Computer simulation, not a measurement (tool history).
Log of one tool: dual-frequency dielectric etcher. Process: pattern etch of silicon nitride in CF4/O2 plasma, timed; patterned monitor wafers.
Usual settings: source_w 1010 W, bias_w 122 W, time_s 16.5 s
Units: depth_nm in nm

run    hour  source_w  bias_w  time_s  wafers since the last listed run  hours since the last wet clean  hours since the last source power generator calibration  hours since the last bias power generator calibration  hours since the last upper electrode change  hours since the gauge calibration  read-back reference wafer on the same gauge, depth_nm  depth_nm
  1     0.0      1010     122    16.5                                 0                           405.6                                                   2925.6                                                 2213.7                                       2956.8                              165.4                                                   53.1      52.3
       60.7  -- wet clean of the chamber
  2    76.4      1160     122    13.5                               712                            15.7                                                   3002.0                                                 2290.1                                       3033.2                              241.8                                                   53.1      50.1
  3   137.7      1160     122    13.5                               833                            77.0                                                   3063.3                                                 2351.4                                       3094.5                              303.1                                                   53.1      50.1
  4   228.3      1160     122    13.5                              1232                           167.6                                                   3153.9                                                 2442.0                                       3185.1                              393.7                                                   53.1      50.0
  5   270.5       950     122    20.5                               573                           209.8                                                   3196.1                                                 2484.2                                       3227.3                              435.9                                                   53.1      61.5
  6   338.1      1010     100    16.5                               919                           277.4                                                   3263.7                                                 2551.8                                       3294.9                              503.5                                                   53.1      49.1
  7   416.0      1010     100    16.5                              1059                           355.3                                                   3341.6                                                 2629.7                                       3372.8                              581.4                                                   53.1      49.3
  8   523.1      1010     110    16.5                              1456                           462.4                                                   3448.7                                                 2736.8                                       3479.9                              688.5                                                   53.1      51.0
      551.7  -- wet clean of the chamber
  9   606.8      1010     110    16.5                               811                            55.1                                                   3532.4                                                 2820.5                                       3563.6                              772.2                                                   53.1      51.4
      698.4  -- bias power generator calibrated
 10   698.9      1010     122    16.5                              1198                           147.2                                                   3624.5                                                    0.5                                       3655.7                              864.3                                                   53.1      52.4
 11   743.2      1010     122    16.5                               602                           191.5                                                   3668.8                                                   44.8                                       3700.0                              908.6                                                   53.1      52.8
 12   826.0       830     122    19.0                              1125                           274.3                                                   3751.6                                                  127.6                                       3782.8                              991.4                                                   53.1      49.3
 13   864.1       830     122    19.0                               518                           312.4                                                   3789.7                                                  165.7                                       3820.9                             1029.5                                                   53.1      49.2
 14   915.7      1010     122    12.5                               701                           364.0                                                   3841.3                                                  217.3                                       3872.5                             1081.1                                                   53.1      40.1
     1018.4  -- wet clean of the chamber
 15  1018.9      1140     122    16.5                              1077                             0.5                                                   3944.5                                                  320.5                                       3975.7                             1184.3                                                   53.1      60.1
 16  1120.0      1010     122    16.5                              1374                           101.6                                                   4045.6                                                  421.6                                       4076.8                             1285.4                                                   53.1      52.6
 17  1170.6      1110     122    16.5                               688                           152.2                                                   4096.2                                                  472.2                                       4127.4                             1336.0                                                   53.1      58.4
 18  1277.4      1010     122    16.5                              1452                           259.0                                                   4203.0                                                  579.0                                       4234.2                             1442.8                                                   53.1      53.0
     1341.4  -- gauge calibrated
 19  1358.4       830     122    19.0                              1101                           340.0                                                   4284.0                                                  660.0                                       4315.2                               17.0                                                   53.1      49.3
 20  1451.4      1010     122    16.5                              1264                           433.0                                                   4377.0                                                  753.0                                       4408.2                              110.0                                                   53.1      52.9
     1478.1  -- wet clean of the chamber
     1486.2  -- source power generator calibrated
     1548.2  -- upper electrode replaced
 21  1548.7      1110     101    19.0                               616                            70.6                                                     62.5                                                  850.3                                          0.5                              207.3                                                   53.1      63.0
 22  1589.3      1010     122    16.5                               552                           111.2                                                    103.1                                                  890.9                                         41.1                              247.9                                                   53.1      52.6
 23  1685.0       830     122    16.5                              1301                           206.9                                                    198.8                                                  986.6                                        136.8                              343.6                                                   53.1      42.8
 24  1739.6      1080     107    16.5                               742                           261.5                                                    253.4                                                 1041.2                                        191.4                              398.2                                                   53.1      54.1
 25  1839.6      1010     122    18.0                              1359                           361.5                                                    353.4                                                 1141.2                                        291.4                              498.2                                                   53.1      57.4
 26  1912.5       890     122    16.5                               991                           434.4                                                    426.3                                                 1214.1                                        364.3                              571.1                                                   53.1      46.1
     1976.2  -- wet clean of the chamber
 27  1996.9      1010     122    16.5                               821                            20.7                                                    510.7                                                 1298.5                                        448.7                              655.5                                                   53.1      52.8
 28  2064.2       770      95    16.5                               915                            88.0                                                    578.0                                                 1365.8                                        516.0                              722.8                                                   53.1      36.3

4 ways to go on from here, each from the tool as it stands after run 28. What would each give?
  A  2064.6      1010     122    19.5                                 5                            88.4                                                    578.4                                                 1366.2                                        516.4                              723.2                                                      ?         ?
  B  2064.6      1240     144    13.0                                 5                            88.4                                                    578.4                                                 1366.2                                        516.4                              723.2                                                      ?         ?
  C  2064.6      1010     106    15.0                                 5                            88.4                                                    578.4                                                 1366.2                                        516.4                              723.2                                                      ?         ?
  D  2064.6       880     122    18.0                                 5                            88.4                                                    578.4                                                 1366.2                                        516.4                              723.2                                                      ?         ?

run  read-back reference wafer on the same gauge, depth_nm  depth_nm
  A                                                   53.1      62.2
  B                                                   53.1      54.2
  C                                                   53.1      45.6
  D                                                   53.1      49.6
Without the tool's hidden state the same runs would have given:
run  depth_nm
  A      62.2
  B      54.2
  C      45.6
  D      49.6
